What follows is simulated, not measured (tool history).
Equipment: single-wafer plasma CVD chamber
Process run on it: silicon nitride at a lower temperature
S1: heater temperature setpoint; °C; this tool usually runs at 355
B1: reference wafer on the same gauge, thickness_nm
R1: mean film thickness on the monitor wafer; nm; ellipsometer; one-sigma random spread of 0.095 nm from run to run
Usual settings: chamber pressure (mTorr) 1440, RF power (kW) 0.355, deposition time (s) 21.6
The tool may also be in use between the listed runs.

run 1 hour=0.0 | S1=355 chamber_pressure_(mTorr)=1440 RF_power_(kW)=0.355 deposition_time_(s)=21.6 | B1=29.909 | R1=28.603
run 2 hour=15.5 | S1=355 chamber_pressure_(mTorr)=1440 RF_power_(kW)=0.355 deposition_time_(s)=21.6 | B1=29.893 | R1=28.486
run 3 hour=28.0 | S1=355 chamber_pressure_(mTorr)=1440 RF_power_(kW)=0.355 deposition_time_(s)=21.6 | B1=29.882 | R1=28.535
-- hour=40.9 capacitance manometer re-zeroed and calibrated
-- hour=44.6 showerhead replaced
run 4 hour=55.0 | S1=355 chamber_pressure_(mTorr)=1440 RF_power_(kW)=0.315 deposition_time_(s)=21.6 | B1=29.907 | R1=27.089
run 5 hour=64.2 | S1=355 chamber_pressure_(mTorr)=1440 RF_power_(kW)=0.315 deposition_time_(s)=21.6 | B1=29.903 | R1=27.079
run 6 hour=72.1 | S1=355 chamber_pressure_(mTorr)=1440 RF_power_(kW)=0.355 deposition_time_(s)=21.6 | B1=29.891 | R1=28.602
run 7 hour=88.7 | S1=355 chamber_pressure_(mTorr)=1800 RF_power_(kW)=0.355 deposition_time_(s)=22.8 | B1=29.895 | R1=31.854
run 8 hour=100.5 | S1=345 chamber_pressure_(mTorr)=1310 RF_power_(kW)=0.355 deposition_time_(s)=21.6 | B1=29.883 | R1=27.874
run 9 hour=144.3 | S1=365 chamber_pressure_(mTorr)=1140 RF_power_(kW)=0.375 deposition_time_(s)=24.3 | B1=29.908 | R1=30.624
run 10 hour=155.0 | S1=365 chamber_pressure_(mTorr)=1770 RF_power_(kW)=0.310 deposition_time_(s)=24.7 | B1=29.916 | R1=32.174
run 11 hour=180.4 | S1=348 chamber_pressure_(mTorr)=1440 RF_power_(kW)=0.355 deposition_time_(s)=21.6 | B1=29.902 | R1=28.267
run 12 hour=190.8 | S1=355 chamber_pressure_(mTorr)=1440 RF_power_(kW)=0.420 deposition_time_(s)=25.5 | B1=29.906 | R1=36.285
-- hour=233.4 gauge calibrated
run 13 hour=241.6 | S1=343 chamber_pressure_(mTorr)=1440 RF_power_(kW)=0.355 deposition_time_(s)=21.6 | B1=29.887 | R1=28.467
run 14 hour=251.8 | S1=355 chamber_pressure_(mTorr)=1440 RF_power_(kW)=0.355 deposition_time_(s)=21.6 | B1=29.906 | R1=28.432
run 15 hour=265.8 | S1=355 chamber_pressure_(mTorr)=1440 RF_power_(kW)=0.355 deposition_time_(s)=21.6 | B1=29.917 | R1=28.252
run 16 hour=281.4 | S1=355 chamber_pressure_(mTorr)=1440 RF_power_(kW)=0.355 deposition_time_(s)=21.6 | B1=29.909 | R1=28.376
run 17 hour=290.8 | S1=347 chamber_pressure_(mTorr)=1440 RF_power_(kW)=0.335 deposition_time_(s)=21.6 | B1=29.908 | R1=27.669
run 18 hour=303.3 | S1=355 chamber_pressure_(mTorr)=1650 RF_power_(kW)=0.320 deposition_time_(s)=21.6 | B1=29.911 | R1=27.974
run 19 hour=314.0 | S1=359 chamber_pressure_(mTorr)=1190 RF_power_(kW)=0.355 deposition_time_(s)=23.4 | B1=29.908 | R1=29.068
run 20 hour=330.6 | S1=355 chamber_pressure_(mTorr)=1440 RF_power_(kW)=0.355 deposition_time_(s)=21.6 | B1=29.902 | R1=28.246
run 21 hour=346.0 | S1=362 chamber_pressure_(mTorr)=1440 RF_power_(kW)=0.380 deposition_time_(s)=25.1 | B1=29.899 | R1=33.760
run 22 hour=361.8 | S1=355 chamber_pressure_(mTorr)=1440 RF_power_(kW)=0.405 deposition_time_(s)=21.6 | B1=29.880 | R1=30.012
run 23 hour=371.5 | S1=360 chamber_pressure_(mTorr)=1780 RF_power_(kW)=0.400 deposition_time_(s)=21.6 | B1=29.883 | R1=31.367
run 24 hour=385.7 | S1=355 chamber_pressure_(mTorr)=1440 RF_power_(kW)=0.355 deposition_time_(s)=21.6 | B1=29.893 | R1=28.327
run 25 hour=399.4 | S1=355 chamber_pressure_(mTorr)=1610 RF_power_(kW)=0.355 deposition_time_(s)=18.7 | B1=29.920 | R1=25.249
run 26 hour=407.8 | S1=344 chamber_pressure_(mTorr)=1440 RF_power_(kW)=0.355 deposition_time_(s)=21.6 | B1=29.888 | R1=28.488
run 27 hour=418.6 | S1=363 chamber_pressure_(mTorr)=1630 RF_power_(kW)=0.380 deposition_time_(s)=25.7 | B1=29.882 | R1=36.010
run 28 hour=429.4 | S1=355 chamber_pressure_(mTorr)=1630 RF_power_(kW)=0.335 deposition_time_(s)=25.9 | B1=29.878 | R1=34.247
run 29 hour=436.6 | S1=355 chamber_pressure_(mTorr)=1440 RF_power_(kW)=0.355 deposition_time_(s)=21.6 | B1=29.907 | R1=28.202

Here are 4 independent what-if runs from the current tool condition. What would each one return?
run A hour=437.0 | S1=355 chamber_pressure_(mTorr)=1440 RF_power_(kW)=0.355 deposition_time_(s)=21.6 | B1=? | R1=?
run B hour=437.0 | S1=355 chamber_pressure_(mTorr)=1210 RF_power_(kW)=0.390 deposition_time_(s)=21.6 | B1=? | R1=?
run C hour=437.0 | S1=349 chamber_pressure_(mTorr)=1440 RF_power_(kW)=0.355 deposition_time_(s)=21.6 | B1=? | R1=?
run D hour=437.0 | S1=355 chamber_pressure_(mTorr)=1440 RF_power_(kW)=0.400 deposition_time_(s)=21.6 | B1=? | R1=?

run=A B1=29.893 R1=28.291
run=B B1=29.893 R1=28.140
run=C B1=29.893 R1=28.348
run=D B1=29.893 R1=29.851
With the hidden condition removed and each run's random variation left untouched, the same runs would have given:
run=A R1=28.741
run=B R1=28.588
run=C R1=28.800
run=D R1=30.326

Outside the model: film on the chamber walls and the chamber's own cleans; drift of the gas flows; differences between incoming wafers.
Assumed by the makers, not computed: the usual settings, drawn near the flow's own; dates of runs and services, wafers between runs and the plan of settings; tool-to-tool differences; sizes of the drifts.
